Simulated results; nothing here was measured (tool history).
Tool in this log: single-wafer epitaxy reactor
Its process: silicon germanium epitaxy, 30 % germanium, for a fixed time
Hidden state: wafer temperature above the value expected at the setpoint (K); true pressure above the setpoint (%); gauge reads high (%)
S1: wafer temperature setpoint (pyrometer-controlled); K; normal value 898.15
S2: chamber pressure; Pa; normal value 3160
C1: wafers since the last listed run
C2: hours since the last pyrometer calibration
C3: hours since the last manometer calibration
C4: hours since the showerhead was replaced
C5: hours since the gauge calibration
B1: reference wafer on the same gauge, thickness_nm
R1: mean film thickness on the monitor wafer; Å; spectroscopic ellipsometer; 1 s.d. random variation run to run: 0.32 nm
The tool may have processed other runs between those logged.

run	hour	S1	S2	C1	C2	C3	C4	C5	B1	R1
1	0	898.15	3160	0	840.8	1712.2	6855.1	491.7	96.587	893.93
2	22.6	898.15	3160	580	863.4	1734.8	6877.7	514.3	96.598	896.96
3	122	902.15	3160	2553	962.8	1834.2	6977.1	613.7	96.65	967.37
4	137.2	902.15	3160	390	978	1849.4	6992.3	628.9	96.571	967.93
5	168.3	902.15	3160	798	1009.1	1880.5	7023.4	660	96.555	972.89
6	186.6	907.15	3160	470	1027.4	1898.8	7041.7	678.3	96.586	1072.23
# hour 212.2: pyrometer calibrated
7	215	898.15	3160	524	2.8	1927.2	7070.1	706.7	96.604	873.1
# hour 231.5: showerhead replaced
8	244	898.15	3160	539	31.8	1956.2	12.5	735.7	96.591	875.43
9	273	898.15	2960	745	60.8	1985.2	41.5	764.7	96.63	839.54
10	287.6	898.15	2960	375	75.4	1999.8	56.1	779.3	96.592	840.78
11	326.8	898.15	2960	1007	114.6	2039	95.3	818.5	96.549	845.58
12	358.6	898.15	3773	816	146.4	2070.8	127.1	850.3	96.552	957.97
13	381.7	898.15	3773	593	169.5	2093.9	150.2	873.4	96.542	964.18
14	405.2	903.15	3533	603	193	2117.4	173.7	896.9	96.599	1031.89
15	423.4	885.15	3360	467	211.2	2135.6	191.9	915.1	96.664	700.84
16	436.2	889.15	3466	328	224	2148.4	204.7	927.9	96.616	770.76
17	450.1	903.15	3533	357	237.9	2162.3	218.6	941.8	96.579	1026.05
18	464.6	909.15	2600	372	252.4	2176.8	233.1	956.3	96.627	967.61
19	497.4	905.15	3573	842	285.2	2209.6	265.9	989.1	96.553	1071.2
# hour 548.8: gauge calibrated
# hour 551.7: capacitance manometer re-zeroed and calibrated
20	559.1	893.15	3600	1379	346.9	7.4	327.6	10.3	96.706	902.01
21	577.8	898.15	3160	480	365.6	26.1	346.3	29	96.619	922.33
22	593.9	905.15	3933	413	381.7	42.2	362.4	45.1	96.727	1188.32
23	614.5	898.15	3160	529	402.3	62.8	383	65.7	96.649	919.76
24	639	910.15	3746	629	426.8	87.3	407.5	90.2	96.682	1267.06
25	668.2	898.15	3160	750	456	116.5	436.7	119.4	96.614	912.11
26	685.1	891.15	2586	434	472.9	133.4	453.6	136.3	96.615	710.2
27	719	892.15	3160	870	506.8	167.3	487.5	170.2	96.621	812.82
28	745.3	898.15	3160	675	533.1	193.6	513.8	196.5	96.614	918.46
29	769.6	904.15	3493	624	557.4	217.9	538.1	220.8	96.548	1090.37
30	790.2	898.15	3160	529	578	238.5	558.7	241.4	96.594	915.12
31	813.9	898.15	3706	608	601.7	262.2	582.4	265.1	96.577	993.89
32	845.1	898.15	2760	801	632.9	293.4	613.6	296.3	96.542	840.82
33	876	885.15	3680	793	663.8	324.3	644.5	327.2	96.649	768.7
34	895.4	905.15	3880	498	683.2	343.7	663.9	346.6	96.705	1172.21
35	910.4	887.15	3160	385	698.2	358.7	678.9	361.6	96.617	733.79

Had the tool no unlogged condition, and each run kept its random variation, what would the results have been?
run	R1
1	922.78
2	925.28
3	994.87
4	994.91
5	998.86
6	1100.44
7	918.97
8	921.56
9	883.87
10	885.21
11	890.29
12	1008.6
13	1015.09
14	1086.3
15	737.69
16	811.25
17	1079.91
18	1018.33
19	1127.06
20	901.14
21	922.24
22	1189.1
23	921.08
24	1270.24
25	915.24
26	712.96
27	816.83
28	923.74
29	1097.4
30	921.35
31	1001.13
32	847.42
33	774.82
34	1182.43
35	739.94
